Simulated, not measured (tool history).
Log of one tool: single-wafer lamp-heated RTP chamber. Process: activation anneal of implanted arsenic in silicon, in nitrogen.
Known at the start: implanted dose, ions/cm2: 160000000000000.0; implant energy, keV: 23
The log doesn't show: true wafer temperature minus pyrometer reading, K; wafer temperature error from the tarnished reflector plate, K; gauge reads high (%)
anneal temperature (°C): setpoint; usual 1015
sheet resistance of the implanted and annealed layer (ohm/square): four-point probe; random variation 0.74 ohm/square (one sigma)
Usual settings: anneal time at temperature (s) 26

| run | day | anneal temperature (°C) | anneal time at temperature (s) | wafers since the last listed run | wafers since the last pyrometer calibration | wafers since the reflector plate was cleaned | hours since the gauge calibration | read-back reference wafer on the same gauge, sheet resistance | sheet resistance of the implanted and annealed layer (ohm/square) |
|---|---|---|---|---|---|---|---|---|---|
| 1 | 0 | 1015 | 26 | 0 | 18 | 6047 | 856.4 | 423.96 | 491.69 |
| 2 | 0.754 | 1015 | 26 | 355 | 373 | 6402 | 874.5 | 424.09 | 489.59 |
| 3 | 1.679 | 1015 | 26 | 435 | 808 | 6838 | 896.7 | 423.9 | 492.91 |
| 4 | 2.333 | 1015 | 26 | 307 | 1116 | 7146 | 912.4 | 424.04 | 490.58 |
| 5 | 4.546 | 1015 | 26 | 1041 | 2158 | 8187 | 965.5 | 423.96 | 492.1 |
|  | 5.175 | reflector plate cleaned |
| 6 | 5.954 | 1015 | 26 | 506 | 2664 | 366 | 999.3 | 423.96 | 492.65 |
| 7 | 6.862 | 1015 | 26 | 427 | 3092 | 793 | 1021.1 | 423.89 | 492.21 |
|  | 7.3 | gauge calibrated |
| 8 | 8.033 | 1015 | 26 | 551 | 3643 | 1345 | 17.6 | 423.88 | 490.84 |
| 9 | 9.171 | 1015 | 26 | 535 | 4178 | 1880 | 44.9 | 423.81 | 491.43 |
|  | 9.608 | pyrometer window cleaned and pyrometer calibrated |
| 10 | 10.096 | 1015 | 26 | 278 | 229 | 2159 | 67.1 | 424.07 | 491.3 |
| 11 | 10.688 | 1015 | 26 | 278 | 507 | 2437 | 81.3 | 423.89 | 492.47 |
| 12 | 11.567 | 1015 | 26 | 413 | 921 | 2851 | 102.4 | 423.97 | 490.55 |
| 13 | 12.567 | 1015 | 26 | 470 | 1392 | 3322 | 126.4 | 424.11 | 491.44 |
| 14 | 13.375 | 1015 | 26 | 380 | 1773 | 3702 | 145.8 | 424.07 | 490.92 |
| 15 | 14.454 | 1025 | 34 | 508 | 2281 | 4211 | 171.7 | 424 | 488.8 |
| 16 | 15.942 | 989 | 18 | 700 | 2981 | 4911 | 207.4 | 423.98 | 495.27 |
| 17 | 16.533 | 1001 | 15 | 278 | 3259 | 5189 | 221.6 | 423.81 | 494.65 |
| 18 | 17.508 | 988 | 19 | 459 | 3719 | 5648 | 245 | 424.07 | 494.82 |
|  | 18.379 | pyrometer window cleaned and pyrometer calibrated |
| 19 | 18.612 | 997 | 21 | 362 | 110 | 6011 | 271.5 | 424.2 | 494.57 |
| 20 | 19.65 | 998 | 19 | 488 | 599 | 6500 | 296.4 | 424.1 | 494.1 |
| 21 | 20.596 | 1004 | 39 | 445 | 1044 | 6945 | 319.1 | 424.12 | 489.27 |
| 22 | 21.792 | 1041 | 37 | 562 | 1607 | 7508 | 347.8 | 424.01 | 484.97 |
| 23 | 22.742 | 1015 | 26 | 447 | 2054 | 7955 | 370.6 | 424.01 | 490.68 |
| 24 | 23.421 | 1015 | 20 | 319 | 2374 | 8275 | 386.9 | 424.14 | 492.91 |
| 25 | 24.342 | 988 | 26 | 433 | 2807 | 8709 | 409 | 424.04 | 493.49 |
|  | 27.633 | pyrometer window cleaned and pyrometer calibrated |
| 26 | 28.242 | 1015 | 26 | 1679 | 286 | 10388 | 502.6 | 423.9 | 490.61 |
|  | 29.229 | reflector plate cleaned |
| 27 | 29.25 | 1015 | 37 | 317 | 604 | 10 | 526.8 | 423.96 | 488.64 |
| 28 | 30.138 | 1015 | 26 | 417 | 1021 | 428 | 548.1 | 424.03 | 491.59 |
| 29 | 31.292 | 1029 | 40 | 543 | 1565 | 971 | 575.8 | 424.04 | 485.86 |
| 30 | 32.046 | 1025 | 39 | 355 | 1920 | 1326 | 593.9 | 423.97 | 486.06 |
| 31 | 32.758 | 1015 | 26 | 335 | 2255 | 1661 | 611 | 423.82 | 491.33 |
| 32 | 34.258 | 1015 | 36 | 706 | 2962 | 2368 | 647 | 423.98 | 488.99 |
| 33 | 35.746 | 1015 | 11 | 700 | 3662 | 3068 | 682.7 | 423.95 | 494.72 |
| 34 | 36.596 | 993 | 21 | 400 | 4062 | 3468 | 703.1 | 424.14 | 495.02 |
| 35 | 37.783 | 1040 | 32 | 559 | 4621 | 4027 | 731.6 | 423.96 | 485.3 |
|  | 38.862 | pyrometer window cleaned and pyrometer calibrated |
| 36 | 39.279 | 1036 | 18 | 547 | 196 | 4574 | 767.5 | 424.11 | 491.05 |

5 ways to go on from here, each from the tool as it stands after run 36. What would each give?
| A | 39.296 | 1015 | 26 | 7 | 203 | 4582 | 767.9 | ? | ? |
| B | 39.296 | 995 | 33 | 7 | 203 | 4582 | 767.9 | ? | ? |
| C | 39.296 | 1044 | 19 | 7 | 203 | 4582 | 767.9 | ? | ? |
| D | 39.296 | 986 | 19 | 7 | 203 | 4582 | 767.9 | ? | ? |
| E | 39.296 | 1015 | 12 | 7 | 203 | 4582 | 767.9 | ? | ? |

| run | read-back reference wafer on the same gauge, sheet resistance | sheet resistance of the implanted and annealed layer (ohm/square) |
|---|---|---|
| A | 423.9 | 491.27 |
| B | 423.9 | 492.2 |
| C | 423.9 | 489.36 |
| D | 423.9 | 494.95 |
| E | 423.9 | 494.73 |
Without the tool's hidden state the same runs would have given:
| run | sheet resistance of the implanted and annealed layer (ohm/square) |
|---|---|
| A | 491.27 |
| B | 492.2 |
| C | 489.36 |
| D | 494.95 |
| E | 494.73 |
